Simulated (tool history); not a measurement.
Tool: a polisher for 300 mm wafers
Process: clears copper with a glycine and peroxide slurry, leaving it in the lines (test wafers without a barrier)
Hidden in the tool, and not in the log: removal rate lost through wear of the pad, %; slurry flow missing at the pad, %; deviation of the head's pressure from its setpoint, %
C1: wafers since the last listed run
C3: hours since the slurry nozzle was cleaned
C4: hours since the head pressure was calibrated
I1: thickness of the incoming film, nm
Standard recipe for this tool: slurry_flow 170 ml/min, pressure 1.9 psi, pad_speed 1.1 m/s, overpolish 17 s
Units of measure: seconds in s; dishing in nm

Run 1, hour 0: usual settings; C1 0; wafers polished on this pad 4455; C3 143.8; C4 4.8; I1 683.7. Result: seconds 190.8 s, dishing 38.6 nm.
At hour 12.9: worn pad replaced by a new one.
Run 2, hour 51.1: usual settings but slurry_flow 215 ml/min; C1 358; wafers polished on this pad 290; C3 194.9; C4 55.9; I1 682.1. Result: seconds 165 s, dishing 43.3 nm.
Run 3, hour 309: usual settings but slurry_flow 215 ml/min; C1 1961; wafers polished on this pad 2251; C3 452.8; C4 313.8; I1 679.4. Result: seconds 173.5 s, dishing 42.2 nm.
Run 4, hour 397: usual settings but slurry_flow 215 ml/min; C1 669; wafers polished on this pad 2921; C3 540.8; C4 401.8; I1 676. Result: seconds 171 s, dishing 41.4 nm.
Run 5, hour 481.2: usual settings but overpolish 12 s; C1 640; wafers polished on this pad 3561; C3 625; C4 486; I1 680.3. Result: seconds 178.7 s, dishing 30.3 nm.
Run 6, hour 548: usual settings but overpolish 12 s; C1 507; wafers polished on this pad 4069; C3 691.8; C4 552.8; I1 691.4. Result: seconds 183.9 s, dishing 30.1 nm.
At hour 642.6: slurry nozzle cleaned.
Run 7, hour 649.2: usual settings; C1 761; wafers polished on this pad 4831; C3 6.6; C4 654; I1 687.8. Result: seconds 189.6 s, dishing 38.4 nm.
At hour 677.5: worn pad replaced by a new one.
Run 8, hour 723.3: usual settings; C1 533; wafers polished on this pad 348; C3 80.7; C4 728.1; I1 689.6. Result: seconds 166.3 s, dishing 43.1 nm.
Run 9, hour 811.8: usual settings; C1 672; wafers polished on this pad 1021; C3 169.2; C4 816.6; I1 683.1. Result: seconds 171.5 s, dishing 43.4 nm.
Run 10, hour 908.8: usual settings; C1 737; wafers polished on this pad 1758; C3 266.2; C4 913.6; I1 675.7. Result: seconds 176.9 s, dishing 42.4 nm.
Run 11, hour 1016.3: usual settings; C1 817; wafers polished on this pad 2576; C3 373.7; C4 1021.1; I1 683.2. Result: seconds 180.3 s, dishing 40.5 nm.
Run 12, hour 1074.9: usual settings but pad_speed 1.38 m/s; C1 445; wafers polished on this pad 3021; C3 432.3; C4 1079.7; I1 670.7. Result: seconds 146.6 s, dishing 45.7 nm.
Run 13, hour 1155.1: usual settings but pad_speed 1.38 m/s; C1 609; wafers polished on this pad 3631; C3 512.5; C4 1159.9; I1 672.8. Result: seconds 151.8 s, dishing 45.4 nm.
At hour 1168.6: head pressure recalibrated.
Run 14, hour 1242.5: usual settings but pad_speed 1.38 m/s; C1 649; wafers polished on this pad 4281; C3 599.9; C4 73.9; I1 680.5. Result: seconds 153.1 s, dishing 45.9 nm.
At hour 1255.6: worn pad replaced by a new one.
Run 15, hour 1287.8: usual settings; C1 314; wafers polished on this pad 245; C3 645.2; C4 119.2; I1 667.8. Result: seconds 162.8 s, dishing 43.8 nm.
Run 16, hour 1367.1: usual settings; C1 603; wafers polished on this pad 848; C3 724.5; C4 198.5; I1 679.5. Result: seconds 170.4 s, dishing 43.1 nm.
At hour 1393: slurry nozzle cleaned.
Run 17, hour 1412.9: usual settings but pad_speed 0.76 m/s, overpolish 24 s; C1 340; wafers polished on this pad 1188; C3 19.9; C4 244.3; I1 675.7. Result: seconds 215.1 s, dishing 47.6 nm.
Run 18, hour 1468.1: usual settings; C1 419; wafers polished on this pad 1608; C3 75.1; C4 299.5; I1 670.5. Result: seconds 165 s, dishing 41.5 nm.
Run 19, hour 1720.1: usual settings but pressure 2.5 psi, pad_speed 0.86 m/s, overpolish 25 s; C1 1916; wafers polished on this pad 3524; C3 327.1; C4 551.5; I1 679.1. Result: seconds 195.2 s, dishing 53 nm.
At hour 1787.9: worn pad replaced by a new one.
Run 20, hour 1796.2: usual settings; C1 548; wafers polished on this pad 63; C3 403.2; C4 627.6; I1 682.1. Result: seconds 161.3 s, dishing 43.7 nm.
Run 21, hour 1859.1: usual settings but pressure 1.3 psi, overpolish 7 s; C1 478; wafers polished on this pad 541; C3 466.1; C4 690.5; I1 679.5. Result: seconds 189.9 s, dishing 18.2 nm.
Run 22, hour 2119.3: usual settings but slurry_flow 190 ml/min; C1 1978; wafers polished on this pad 2520; C3 726.3; C4 950.7; I1 684.3. Result: seconds 177.1 s, dishing 41.4 nm.
At hour 2188.1: head pressure recalibrated.
Run 23, hour 2219.1: usual settings; C1 743; wafers polished on this pad 3264; C3 826.1; C4 31; I1 676.5. Result: seconds 174 s, dishing 39.1 nm.
At hour 2265.6: slurry nozzle cleaned.
Run 24, hour 2324.2: usual settings; C1 791; wafers polished on this pad 4055; C3 58.6; C4 136.1; I1 674.6. Result: seconds 181.5 s, dishing 39.7 nm.
At hour 2372.6: worn pad replaced by a new one.
Run 25, hour 2410.3: usual settings but overpolish 12 s; C1 624; wafers polished on this pad 286; C3 144.7; C4 222.2; I1 674.1. Result: seconds 168.8 s, dishing 33.3 nm.
Run 26, hour 2476.6: usual settings but slurry_flow 130 ml/min, pad_speed 0.78 m/s; C1 504; wafers polished on this pad 790; C3 211; C4 288.5; I1 678.9. Result: seconds 221.2 s, dishing 34 nm.
Run 27, hour 2554.8: usual settings but slurry_flow 125 ml/min, pressure 1.4 psi, overpolish 22 s; C1 594; wafers polished on this pad 1385; C3 289.2; C4 366.7; I1 669.8. Result: seconds 196.7 s, dishing 44.6 nm.
Run 28, hour 2646.4: usual settings but slurry_flow 210 ml/min, pad_speed 1.4 m/s; C1 696; wafers polished on this pad 2082; C3 380.8; C4 458.3; I1 680.3. Result: seconds 145.2 s, dishing 46.4 nm.
Run 29, hour 2753.9: usual settings but slurry_flow 200 ml/min, pressure 2.2 psi, pad_speed 0.76 m/s, overpolish 7 s; C1 817; wafers polished on this pad 2899; C3 488.3; C4 565.8; I1 679. Result: seconds 208.6 s, dishing 16.9 nm.
Run 30, hour 2797.1: usual settings but pressure 2.3 psi, pad_speed 0.9 m/s; C1 328; wafers polished on this pad 3228; C3 531.5; C4 609; I1 689. Result: seconds 192.1 s, dishing 37.9 nm.
Run 31, hour 2838.8: usual settings but pressure 2.5 psi; C1 317; wafers polished on this pad 3545; C3 573.2; C4 650.7; I1 689.3. Result: seconds 154.4 s, dishing 44.7 nm.
Run 32, hour 2939.1: usual settings but overpolish 21 s; C1 762; wafers polished on this pad 4307; C3 673.5; C4 751; I1 673.5. Result: seconds 184.8 s, dishing 46.5 nm.

Consider 5 possible next runs. They are alternatives, not a sequence: every one starts from the tool as it was left by run 32. What does each give?
Run A, hour 2939.6: usual settings; C1 3; wafers polished on this pad 4311; C3 674; C4 751.5; I1 690.4. Result: seconds ?, dishing ?.
Run B, hour 2939.6: usual settings but slurry_flow 145 ml/min, pressure 2.2 psi, pad_speed 1 m/s; C1 3; wafers polished on this pad 4311; C3 674; C4 751.5; I1 690.4. Result: seconds ?, dishing ?.
Run C, hour 2939.6: usual settings but pressure 1.4 psi; C1 3; wafers polished on this pad 4311; C3 674; C4 751.5; I1 690.4. Result: seconds ?, dishing ?.
Run D, hour 2939.6: usual settings but pressure 1.4 psi, overpolish 23 s; C1 3; wafers polished on this pad 4311; C3 674; C4 751.5; I1 690.4. Result: seconds ?, dishing ?.
Run E, hour 2939.6: usual settings but pressure 1.6 psi, pad_speed 1.36 m/s, overpolish 23 s; C1 3; wafers polished on this pad 4311; C3 674; C4 751.5; I1 690.4. Result: seconds ?, dishing ?.

run  seconds  dishing
  A    191.8     40.4
  B    195.5     40.1
  C    218.8     36.5
  D    218.8     45.1
  E    175.5     51.2
Without the tool's unlogged condition, the same runs would have read:
run  seconds  dishing
  A    167.6     44.3
  B    170.7     44.2
  C    191.1     40.2
  D    191.1     49.1
  E    153.3     55.2
